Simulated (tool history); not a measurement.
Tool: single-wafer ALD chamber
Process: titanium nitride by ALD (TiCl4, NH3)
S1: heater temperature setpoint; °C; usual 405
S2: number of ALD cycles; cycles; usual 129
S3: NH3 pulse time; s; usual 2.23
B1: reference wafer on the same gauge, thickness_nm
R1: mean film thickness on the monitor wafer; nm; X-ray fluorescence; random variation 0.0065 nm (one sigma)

run,hour,S1,S2,S3,B1,R1
1,0.0,393,129,1.79,2.733,2.459
2,78.2,405,129,2.23,2.794,2.579
3,169.1,405,129,2.23,2.783,2.578
4,210.2,405,129,2.23,2.782,2.571
5,310.5,405,129,2.23,2.772,2.554
6,404.1,415,129,2.23,2.765,2.571
7,491.6,415,129,2.23,2.761,2.569
8,568.4,405,148,2.23,2.755,2.915
9,663.4,405,112,2.23,2.752,2.204
10,729.1,405,143,2.23,2.746,2.819
11,805.1,405,143,2.23,2.746,2.818
12,901.2,405,129,2.23,2.743,2.541
13,978.0,405,129,2.23,2.740,2.537
14,1046.4,405,129,2.23,2.738,2.524
15,1107.4,405,113,2.23,2.735,2.218
16,1183.5,405,151,1.69,2.736,2.914
17,1220.5,405,129,2.23,2.736,2.527
18,1472.9,405,146,2.23,2.735,2.858
19,1522.6,398,129,1.80,2.729,2.482
20,1596.0,398,120,2.23,2.730,2.329
21,1665.2,405,129,3.07,2.730,2.554
22,1706.0,412,149,2.64,2.729,2.936
23,1947.6,415,120,2.23,2.787,2.400
24,2050.1,396,112,1.98,2.773,2.200
25,2134.2,405,129,2.23,2.769,2.561
26,2174.7,412,129,2.23,2.763,2.564
27,2248.5,405,129,2.23,2.759,2.552
28,2464.8,398,129,2.86,2.750,2.563

Not shown: 4 entries that the log had between the listed runs. Between which runs, and how does the tool's hidden state differ before and after?
Between runs 1 and 2: gauge calibrated (hour 0.2)
  gauge reads high (%): -2.68 -> -0.577
  measured less the result without the state, R1: -0.068 -> -0.014 nm
Between runs 17 and 18: showerhead replaced (hour 1269.4)
  gauge reads high (%): -2.67 -> -2.79
  measured less the result without the state, R1: -0.070 -> -0.082 nm
Between runs 22 and 23: gauge calibrated (hour 1836.0); thermocouple changed; heater temperature recalibrated (hour 1860.9)
  gauge reads high (%): -2.86 -> -0.857
  measured less the result without the state, R1: -0.086 -> -0.020 nm

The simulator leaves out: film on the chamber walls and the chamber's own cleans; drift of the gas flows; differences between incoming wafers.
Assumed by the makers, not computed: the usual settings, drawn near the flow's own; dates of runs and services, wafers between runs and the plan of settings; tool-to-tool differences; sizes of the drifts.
